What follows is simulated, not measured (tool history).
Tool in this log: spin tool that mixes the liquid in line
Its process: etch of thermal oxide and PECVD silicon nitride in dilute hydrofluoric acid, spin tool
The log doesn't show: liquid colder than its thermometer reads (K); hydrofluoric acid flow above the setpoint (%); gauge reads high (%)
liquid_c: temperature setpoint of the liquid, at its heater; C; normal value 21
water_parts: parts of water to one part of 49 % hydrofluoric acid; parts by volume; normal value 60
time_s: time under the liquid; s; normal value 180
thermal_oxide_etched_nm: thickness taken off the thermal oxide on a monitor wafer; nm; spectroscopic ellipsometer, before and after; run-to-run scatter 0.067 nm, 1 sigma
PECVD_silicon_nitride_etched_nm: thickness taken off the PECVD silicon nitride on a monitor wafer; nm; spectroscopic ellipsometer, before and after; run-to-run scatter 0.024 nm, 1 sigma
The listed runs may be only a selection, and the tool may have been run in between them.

run,hour,liquid_c,water_parts,time_s,wafers since the last listed run,hours since the thermometer was replaced,hours since the hydrofluoric acid flow meter was replaced,hours since the gauge calibration,"read-back film thickness of the thermal oxide reference wafer, read on the same gauge (nm)","read-back film thickness of the PECVD silicon nitride reference wafer, read on the same gauge (nm)",thermal_oxide_etched_nm,PECVD_silicon_nitride_etched_nm
1,0,21,60,180,0,472.2,1000.2,1546.9,129.98,29.99,12.82,5.53
# hour 11.9: gauge calibrated
2,30.8,21,45,180,202,503,1031,18.9,130.01,30,17.44,7.39
3,66.9,21,45,180,236,539.1,1067.1,55,130.01,30,17.37,7.37
4,107.4,23.5,45,260,265,579.6,1107.6,95.5,130.02,30.03,27.73,12.6
5,141.1,18.5,60,90,221,613.3,1141.3,129.2,130.01,30.03,5.73,2.33
# hour 163.9: thermometer replaced
6,196,21,80,180,353,32.1,1196.2,184.1,129.97,30.01,9.36,4.2
7,252.4,21,60,180,370,88.5,1252.6,240.5,130.01,30.02,12.83,5.57
8,290.8,21,60,180,252,126.9,1291,278.9,130,29.99,12.81,5.56
9,320.4,18.5,60,180,194,156.5,1320.6,308.5,129.99,30.01,11.52,4.65
10,391.4,21,60,245,466,227.5,1391.6,379.5,129.97,29.97,17.32,7.52
11,437.9,17,60,100,305,274,1438.1,426,129.98,30,6,2.33
12,464.2,26,50,85,172,300.3,1464.4,452.3,129.99,30.01,8.98,4.42
13,512.1,21,60,110,314,348.2,1512.3,500.2,130,30.01,7.74,3.4
14,567.2,17,50,125,361,403.3,1567.4,555.3,130.01,29.99,9.11,3.5
15,623.5,21,60,180,369,459.6,1623.7,611.6,130,30,12.92,5.57
16,675.7,19,50,120,342,511.8,1675.9,663.8,130,30.03,9.45,3.83
17,732.8,21,60,150,374,568.9,1733,720.9,129.98,30.02,10.51,4.64
18,757.1,23.5,30,115,159,593.2,1757.3,745.2,129.99,29.97,18.77,8.25
19,785.1,25,45,210,183,621.2,1785.3,773.2,130.01,30,23.88,11.31
# hour 847.2: hydrofluoric acid flow meter replaced
# hour 897.9: thermometer replaced
20,997.6,21,35,180,1381,99.7,150.4,985.7,130,30,22.39,9.43
21,1063.7,21,60,180,433,165.8,216.5,1051.8,129.98,30.05,12.85,5.54
22,1111.4,21,30,180,313,213.5,264.2,1099.5,130.01,30.04,26.23,10.79
23,1144.1,21,40,180,214,246.2,296.9,1132.2,130.02,30.01,19.49,8.3
24,1336.7,22.5,60,130,1264,438.8,489.5,1324.8,130.01,29.95,9.81,4.45
25,1393.6,21,45,125,373,495.7,546.4,1381.7,130.02,30.03,12.05,5.07
26,1430.7,25.5,30,180,243,532.8,583.5,1418.8,130.01,30,32.07,14.84
27,1456.3,22.5,90,110,168,558.4,609.1,1444.4,130.01,30.05,5.31,2.52

3 options for the next run, each taken on its own from the tool as it stands now. Forecast them:
A,1456.8,17.5,60,180,3,558.9,609.6,1444.9,?,?,?,?
B,1456.8,18.5,30,225,3,558.9,609.6,1444.9,?,?,?,?
C,1456.8,24.5,50,180,3,558.9,609.6,1444.9,?,?,?,?

run,"read-back film thickness of the thermal oxide reference wafer, read on the same gauge (nm)","read-back film thickness of the PECVD silicon nitride reference wafer, read on the same gauge (nm)",thermal_oxide_etched_nm,PECVD_silicon_nitride_etched_nm
A,130,29.97,10.99,4.36
B,130,29.97,29.68,11.43
C,130,29.97,17.91,8.43
Without the tool's unlogged condition, the same runs would have read:
run,thermal_oxide_etched_nm,PECVD_silicon_nitride_etched_nm
A,10.99,4.36
B,29.68,11.43
C,17.91,8.43

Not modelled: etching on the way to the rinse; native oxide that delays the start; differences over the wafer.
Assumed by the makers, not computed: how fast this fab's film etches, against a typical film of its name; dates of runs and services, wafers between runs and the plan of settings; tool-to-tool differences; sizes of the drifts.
